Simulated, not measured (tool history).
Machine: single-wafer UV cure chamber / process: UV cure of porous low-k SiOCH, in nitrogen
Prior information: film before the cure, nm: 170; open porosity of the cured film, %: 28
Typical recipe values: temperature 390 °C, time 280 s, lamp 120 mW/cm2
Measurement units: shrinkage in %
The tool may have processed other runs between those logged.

run    hour  temperature  time  lamp  wafers since the last listed run  hours since the UV bulbs were replaced  wafers since the quartz window was cleaned  shrinkage
  1     0.0          390   280   120                                 0                                   791.5                                        6094     16.557
  2    32.3          390   280   120                               463                                   823.8                                        6557     16.752
       66.5  -- quartz window cleaned
  3    66.8          390   280   120                               380                                   858.3                                           4     16.544
  4   158.2          390   280   120                              1311                                   949.7                                        1315     16.659
  5   184.7          390   280   120                               380                                   976.2                                        1696     16.403
  6   254.2          377   280   150                               997                                  1045.7                                        2693     16.985
  7   319.8          377   280   150                               941                                  1111.3                                        3635     17.440
  8   368.6          377   280   150                               700                                  1160.1                                        4335     17.227
  9   550.9          390   280   120                              2616                                  1342.4                                        6952     16.119
      600.2  -- quartz window cleaned
 10   611.2          390   280   120                               750                                  1402.7                                         157     15.839
 11   675.4          390   280   120                               921                                  1466.9                                        1078     15.744
 12   700.1          390   280   120                               354                                  1491.6                                        1433     15.949
 13   726.1          390   280   120                               373                                  1517.6                                        1806     15.609
 14   787.4          390   280   120                               879                                  1578.9                                        2686     15.379
 15   850.9          390   280   120                               911                                  1642.4                                        3597     15.387
 16   914.4          390   280   103                               911                                  1705.9                                        4508     14.768
 17   958.9          390   280   103                               638                                  1750.4                                        5147     14.721
 18   987.1          390   280   103                               404                                  1778.6                                        5552     14.378
 19  1046.3          390   280    92                               849                                  1837.8                                        6401     13.812
     1065.2  -- quartz window cleaned
 20  1093.5          390   280   141                               562                                  1885.0                                         405     16.044
 21  1147.6          390   280   141                               776                                  1939.1                                        1182     16.067
 22  1194.8          390   355   134                               677                                  1986.3                                        1859     17.335
     1211.7  -- UV bulbs replaced
 23  1253.5          390   165    85                               727                                    41.8                                        2587     13.034
 24  1286.1          390   175   120                               467                                    74.4                                        3055     14.994
 25  1340.4          390   280   120                               779                                   128.7                                        3834     17.640
 26  1386.7          376   280   120                               664                                   175.0                                        4498     17.178
 27  1454.8          390   280   120                               977                                   243.1                                        5476     17.449
 28  1484.8          390   280    86                               430                                   273.1                                        5906     15.365
     1506.5  -- quartz window cleaned
 29  1541.8          390   280   120                               703                                   330.1                                         506     17.225
 30  1609.8          390   280   142                               975                                   398.1                                        1482     18.439
 31  1662.7          374   280   120                               759                                   451.0                                        2241     16.651
 32  1709.1          390   185   120                               665                                   497.4                                        2907     14.727
 33  1749.1          390   385   120                               574                                   537.4                                        3481     19.258
 34  1787.7          390   280   120                               554                                   576.0                                        4035     17.297
     1923.3  -- quartz window cleaned
 35  1965.8          390   280   120                              2441                                   754.1                                         609     17.233
 36  2009.4          390   330   120                               625                                   797.7                                        1235     17.835
 37  2053.4          377   235   136                               631                                   841.7                                        1867     15.849
 38  2106.4          376   140    83                               760                                   894.7                                        2627     10.732
 39  2149.1          390   230   120                               612                                   937.4                                        3240     15.592
 40  2173.9          390   280   120                               355                                   962.2                                        3596     16.662
 41  2204.0          390   150    97                               432                                   992.3                                        4028     11.750
 42  2261.8          390   280    91                               829                                  1050.1                                        4858     15.066
 43  2314.0          376   140    83                               749                                  1102.3                                        5607     10.499
 44  2377.5          377   155   120                               911                                  1165.8                                        6518     12.990
 45  2447.3          401   160   139                              1001                                  1235.6                                        7520     14.840

Difference, measured minus no-hidden-state, one row per run. Run-to-run variation is common to both terms; the gauge's own scatter need not be:
What the log doesn't record here: lamp output below its setpoint, %; transmission lost against a clean window, %.
run  shrinkage
  1     -1.310
  2     -1.366
  3     -1.392
  4     -1.520
  5     -1.530
  6     -1.600
  7     -1.732
  8     -1.777
  9     -2.001
 10     -2.054
 11     -2.136
 12     -2.200
 13     -2.193
 14     -2.251
 15     -2.350
 16     -2.457
 17     -2.521
 18     -2.508
 19     -2.586
 20     -2.730
 21     -2.827
 22     -2.970
 23     -0.232
 24     -0.268
 25     -0.332
 26     -0.374
 27     -0.443
 28     -0.457
 29     -0.526
 30     -0.609
 31     -0.643
 32     -0.673
 33     -0.762
 34     -0.793
 35     -0.992
 36     -1.031
 37     -1.036
 38     -1.033
 39     -1.158
 40     -1.202
 41     -1.121
 42     -1.278
 43     -1.246
 44     -1.366
 45     -1.527

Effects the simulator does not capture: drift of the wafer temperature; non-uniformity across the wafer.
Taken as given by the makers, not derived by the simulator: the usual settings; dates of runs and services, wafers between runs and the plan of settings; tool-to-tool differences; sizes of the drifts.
